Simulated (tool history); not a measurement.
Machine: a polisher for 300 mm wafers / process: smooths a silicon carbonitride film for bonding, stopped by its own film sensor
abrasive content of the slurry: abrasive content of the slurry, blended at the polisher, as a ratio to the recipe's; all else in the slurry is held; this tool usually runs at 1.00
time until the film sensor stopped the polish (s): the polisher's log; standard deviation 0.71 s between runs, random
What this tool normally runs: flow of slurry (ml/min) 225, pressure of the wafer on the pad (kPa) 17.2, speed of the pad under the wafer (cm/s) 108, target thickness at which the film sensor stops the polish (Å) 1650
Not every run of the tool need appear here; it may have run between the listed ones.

run	hour	flow of slurry (ml/min)	pressure of the wafer on the pad (kPa)	speed of the pad under the wafer (cm/s)	abrasive content of the slurry	target thickness at which the film sensor stops the polish (Å)	wafers since the last listed run	wafers polished on this pad	hours since the slurry nozzle was cleaned	hours since the head pressure was calibrated	hours since the slurry blender was calibrated	incoming thickness of the incoming film, nm	time until the film sensor stopped the polish (s)
1	0.0	225	17.2	108	1.00	1650	0	3279	216.0	590.0	680.6	187.6	57.9
2	53.8	225	17.2	108	1.00	1650	388	3668	269.8	643.8	734.4	191.7	68.1
# hour 64.3: head pressure recalibrated
3	89.9	225	17.2	108	1.00	1650	246	3915	305.9	25.6	770.5	188.7	67.5
# hour 133.0: slurry blender recalibrated
4	145.7	225	17.2	100	1.00	1650	388	4303	361.7	81.4	12.7	193.5	85.5
5	181.7	225	17.2	108	1.00	1670	260	4564	397.7	117.4	48.7	192.4	71.6
6	217.9	225	17.2	108	1.00	1670	261	4825	433.9	153.6	84.9	192.9	73.8
7	320.8	225	17.2	108	1.00	1670	743	5569	536.8	256.5	187.8	186.0	54.4
# hour 357.5: worn pad replaced by a new one
8	396.8	225	13.8	128	1.00	1650	520	283	612.8	332.5	263.8	188.6	75.3
# hour 419.3: slurry nozzle cleaned
9	471.3	225	17.2	108	1.00	1650	531	815	52.0	407.0	338.3	188.9	63.5
10	573.9	225	17.2	108	1.00	1650	741	1556	154.6	509.6	440.9	193.5	75.5
11	675.7	225	17.2	108	0.85	1650	735	2292	256.4	611.4	542.7	187.1	62.3
# hour 711.0: head pressure recalibrated
# hour 769.7: slurry blender recalibrated
12	773.6	300	17.2	108	1.00	1650	678	2971	354.3	62.6	3.9	190.6	70.4
13	822.5	265	17.2	108	1.00	1650	353	3325	403.2	111.5	52.8	189.6	68.3
14	917.9	185	17.2	130	0.85	1650	689	4014	498.6	206.9	148.2	189.4	66.4
15	989.7	225	17.2	108	1.00	1650	519	4533	570.4	278.7	220.0	191.5	75.5
# hour 1039.6: worn pad replaced by a new one
# hour 1214.0: slurry nozzle cleaned
16	1245.6	225	17.2	108	1.00	1650	1813	1482	31.6	534.6	475.9	189.9	65.3
17	1283.1	225	17.2	108	1.00	1650	271	1753	69.1	572.1	513.4	190.8	67.7
18	1332.0	170	20.7	78	1.00	1650	353	2106	118.0	621.0	562.3	188.1	63.4
# hour 1496.4: slurry blender recalibrated
19	1538.6	255	17.2	108	1.20	1650	1479	3585	324.6	827.6	42.2	191.4	59.7
# hour 1553.3: head pressure recalibrated
20	1630.0	225	17.2	108	1.00	1650	646	4232	416.0	76.7	133.6	188.7	68.2
21	1786.1	225	17.2	108	1.00	1650	1128	5360	572.1	232.8	289.7	187.5	64.1
# hour 1796.3: worn pad replaced by a new one
22	1889.1	225	17.2	108	1.15	1650	715	670	675.1	335.8	392.7	191.1	69.3
23	1944.4	225	17.2	108	1.00	1650	399	1070	730.4	391.1	448.0	189.7	70.2
24	2028.1	180	13.8	92	1.00	1620	605	1675	814.1	474.8	531.7	189.3	115.7
# hour 2051.0: slurry nozzle cleaned
25	2074.4	225	13.8	78	1.00	1610	327	2002	23.4	521.1	578.0	193.5	129.8
26	2180.0	225	17.2	108	1.00	1650	763	2766	129.0	626.7	683.6	188.7	60.3
27	2258.2	275	19.3	108	0.75	1650	565	3331	207.2	704.9	761.8	192.4	69.9
# hour 2294.6: head pressure recalibrated
# hour 2296.4: slurry blender recalibrated
28	2360.4	225	17.2	108	1.00	1590	711	4042	309.4	65.8	64.0	188.4	82.6
29	2422.8	225	22.1	96	1.10	1680	451	4493	371.8	128.2	126.4	188.9	48.2
# hour 2464.6: worn pad replaced by a new one
30	2484.0	225	20.0	108	1.00	1730	413	139	433.0	189.4	187.6	191.8	44.8

Consider 4 possible next runs. They are alternatives, not a sequence: every one starts from the tool as it was left by run 30. What does each give?
A	2484.4	225	17.2	108	1.00	1650	2	142	433.4	189.8	188.0	188.3	?
B	2484.4	225	17.2	108	1.00	1620	2	142	433.4	189.8	188.0	188.3	?
C	2484.4	170	21.4	72	1.00	1650	2	142	433.4	189.8	188.0	188.3	?
D	2484.4	175	17.2	108	1.00	1590	2	142	433.4	189.8	188.0	188.3	?

run	time until the film sensor stopped the polish (s)
A	65.8
B	74.2
C	71.5
D	85.5
What these runs would have given with no unlogged condition in the tool:
run	time until the film sensor stopped the polish (s)
A	64.9
B	73.3
C	70.3
D	84.0

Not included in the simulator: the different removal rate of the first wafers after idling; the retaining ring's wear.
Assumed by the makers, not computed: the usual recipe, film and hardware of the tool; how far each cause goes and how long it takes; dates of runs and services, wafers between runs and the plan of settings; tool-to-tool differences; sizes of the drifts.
